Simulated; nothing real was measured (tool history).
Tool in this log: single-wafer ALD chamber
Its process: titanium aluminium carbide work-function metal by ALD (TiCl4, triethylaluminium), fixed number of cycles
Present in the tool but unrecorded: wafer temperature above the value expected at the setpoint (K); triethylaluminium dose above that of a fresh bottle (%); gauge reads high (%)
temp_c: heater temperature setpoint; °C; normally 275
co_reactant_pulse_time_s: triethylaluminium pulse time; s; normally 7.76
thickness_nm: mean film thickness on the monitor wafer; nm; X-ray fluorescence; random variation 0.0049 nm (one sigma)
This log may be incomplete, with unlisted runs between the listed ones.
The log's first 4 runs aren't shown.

run,hour,temp_c,co_reactant_pulse_time_s,wafers since the last listed run,hours since the last thermocouple change,hours since the last triethylaluminium bottle change,hours since the showerhead was replaced,hours since the gauge calibration,"read-back reference wafer on the same gauge, thickness_nm",thickness_nm
5,427.9,275,7.76,540,2003.4,1454.4,2668.1,2973.8,1.868,1.769
6,508.7,275,8.59,728,2084.2,1535.2,2748.9,3054.6,1.871,1.812
# hour 532.5: showerhead replaced, of another model than before
7,635.1,275,8.59,1068,2210.6,1661.6,102.6,3181.0,1.868,1.807
8,688.2,275,8.59,479,2263.7,1714.7,155.7,3234.1,1.872,1.801
9,781.7,275,7.76,843,2357.2,1808.2,249.2,3327.6,1.870,1.741
10,823.2,275,7.76,374,2398.7,1849.7,290.7,3369.1,1.870,1.740
11,889.1,275,7.76,594,2464.6,1915.6,356.6,3435.0,1.871,1.730
# hour 958.4: gauge calibrated
# hour 1053.3: thermocouple changed; heater temperature recalibrated
# hour 1123.9: triethylaluminium bottle replaced
12,1190.2,275,7.76,2571,136.9,66.3,657.7,231.8,1.871,1.812
13,1255.0,275,9.52,584,201.7,131.1,722.5,296.6,1.870,1.876
14,1536.7,263,5.63,2541,483.4,412.8,1004.2,578.3,1.870,1.437
15,1633.7,265,7.76,875,580.4,509.8,1101.2,675.3,1.871,1.702
16,1708.7,290,5.43,676,655.4,584.8,1176.2,750.3,1.871,1.558
17,1787.3,282,10.56,709,734.0,663.4,1254.8,828.9,1.870,1.942
18,1824.3,290,10.50,333,771.0,700.4,1291.8,865.9,1.870,2.012
19,1894.1,262,6.89,629,840.8,770.2,1361.6,935.7,1.869,1.579

For run 20, what comes out?
20,1998.8,275,10.06,944,945.5,874.9,1466.3,1040.4,?,?

{"run 20": {"read-back reference wafer on the same gauge, thickness_nm": 1.87, "thickness_nm": 1.872}}
Had the tool carried no hidden state, the very same run would have given thickness_nm 1.907 nm.

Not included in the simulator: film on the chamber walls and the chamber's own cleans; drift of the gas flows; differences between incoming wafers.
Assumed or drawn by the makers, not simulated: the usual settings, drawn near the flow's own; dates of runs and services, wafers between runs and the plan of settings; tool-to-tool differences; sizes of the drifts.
